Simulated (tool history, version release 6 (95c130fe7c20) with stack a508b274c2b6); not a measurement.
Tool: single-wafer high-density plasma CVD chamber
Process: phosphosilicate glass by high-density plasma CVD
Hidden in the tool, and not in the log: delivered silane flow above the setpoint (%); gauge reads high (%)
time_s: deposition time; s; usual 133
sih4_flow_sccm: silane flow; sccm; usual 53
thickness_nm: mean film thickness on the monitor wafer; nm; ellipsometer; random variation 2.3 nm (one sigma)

run      day  time_s  sih4_flow_sccm  wafers since the last listed run  hours since the silane flow controller was replaced  hours since the gauge calibration  read-back reference wafer on the same gauge, thickness_nm  thickness_nm
  1    0.000     133              53                                 0                                               1757.4                              708.0                                                    809.851       676.551
  2    2.262     133              53                               523                                               1811.7                              762.3                                                    809.013       671.492
  3    4.408     153              53                               496                                               1863.2                              813.8                                                    810.638       771.155
  4    5.525     153              53                               258                                               1890.0                              840.6                                                    809.861       774.563
  5    7.104     153              53                               365                                               1927.9                              878.5                                                    810.139       771.453
  6    8.954     133              53                               428                                               1972.3                              922.9                                                    809.442       670.462
  7   13.333     133              53                              1013                                               2077.4                             1028.0                                                    810.441       670.462
  8   14.762     133              53                               330                                               2111.7                             1062.3                                                    809.792       667.920
  9   17.267     133              53                               579                                               2171.8                             1122.4                                                    810.386       665.987
 10   18.925     133              53                               383                                               2211.6                             1162.2                                                    809.996       671.259
 11   22.283     133              53                               777                                               2292.2                             1242.8                                                    810.997       662.855
 12   25.262     133              53                               689                                               2363.7                             1314.3                                                    811.045       667.797
 13   28.192     133              53                               678                                               2434.0                             1384.6                                                    809.992       667.396
 14   31.125     133              53                               679                                               2504.4                             1455.0                                                    809.666       667.283
 15   32.771     133              53                               381                                               2543.9                             1494.5                                                    810.466       666.513
 16   35.750     133              53                               689                                               2615.4                             1566.0                                                    810.697       666.395
 17   37.162     114              56                               327                                               2649.3                             1599.9                                                    810.001       596.510
 18   39.542     114              56                               550                                               2706.4                             1657.0                                                    809.455       592.637
 19   41.112     133              53                               363                                               2744.1                             1694.7                                                    809.740       659.819
 20   44.500     133              53                               784                                               2825.4                             1776.0                                                    810.877       663.002
 21   46.854     133              53                               545                                               2881.9                             1832.5                                                    811.341       665.044
 22   48.129     133              53                               295                                               2912.5                             1863.1                                                    810.072       661.485
 23   50.933     156              53                               649                                               2979.8                             1930.4                                                    810.167       772.874
 24   53.117     133              53                               505                                               3032.2                             1982.8                                                    809.321       660.447
      56.133  -- silane flow controller replaced
 25   61.758     133              53                              1923                                                135.0                             2190.2                                                    810.865       684.484
 26   64.350     157              48                               599                                                197.2                             2252.4                                                    811.249       750.463
 27   66.675     155              45                               538                                                253.0                             2308.2                                                    809.672       708.582
 28   67.812     133              53                               263                                                280.3                             2335.5                                                    810.597       680.388
 29   70.433     133              53                               606                                                343.2                             2398.4                                                    809.371       682.961
      71.958  -- gauge calibrated
 30   72.946     109              43                               581                                                403.5                               23.7                                                    809.922       485.953
 31   74.888     116              48                               449                                                450.1                               70.3                                                    810.684       553.683
 32   81.342     133              43                              1494                                                605.0                              225.2                                                    809.601       587.124
 33   83.921     124              43                               597                                                666.9                              287.1                                                    809.663       551.598
 34   85.575     133              53                               382                                                706.6                              326.8                                                    809.901       675.391
 35   86.996     152              49                               328                                                740.7                              360.9                                                    810.056       732.329
 36   89.621     133              53                               607                                                803.7                              423.9                                                    810.156       676.731
 37   92.458     114              53                               656                                                871.8                              492.0                                                    810.069       580.634
 38   95.104     160              63                               612                                                935.3                              555.5                                                    810.963       918.262
 39   96.767     159              50                               384                                                975.2                              595.4                                                    809.871       780.361
 40   97.854     133              53                               251                                               1001.3                              621.5                                                    810.149       676.668
 41  105.925     152              62                              1868                                               1195.0                              815.2                                                    810.317       864.535
 42  107.225     110              59                               300                                               1226.2                              846.4                                                    810.350       602.730
 43  108.871     146              53                               381                                               1265.7                              885.9                                                    810.273       739.001

5 ways to go on from here, each from the tool as it stands after run 43. What would each give?
  A  108.888     133              53                                 3                                               1266.1                              886.3                                                          ?             ?
  B  108.888     117              60                                 3                                               1266.1                              886.3                                                          ?             ?
  C  108.888     149              53                                 3                                               1266.1                              886.3                                                          ?             ?
  D  108.888     154              53                                 3                                               1266.1                              886.3                                                          ?             ?
  E  108.888     125              59                                 3                                               1266.1                              886.3                                                          ?             ?

run  read-back reference wafer on the same gauge, thickness_nm  thickness_nm
  A                                                    810.565       672.888
  B                                                    810.565       647.330
  C                                                    810.565       753.837
  D                                                    810.565       779.134
  E                                                    810.565       683.138
Without the tool's hidden state the same runs would have given:
run  thickness_nm
  A       686.494
  B       660.419
  C       769.080
  D       794.888
  E       696.951
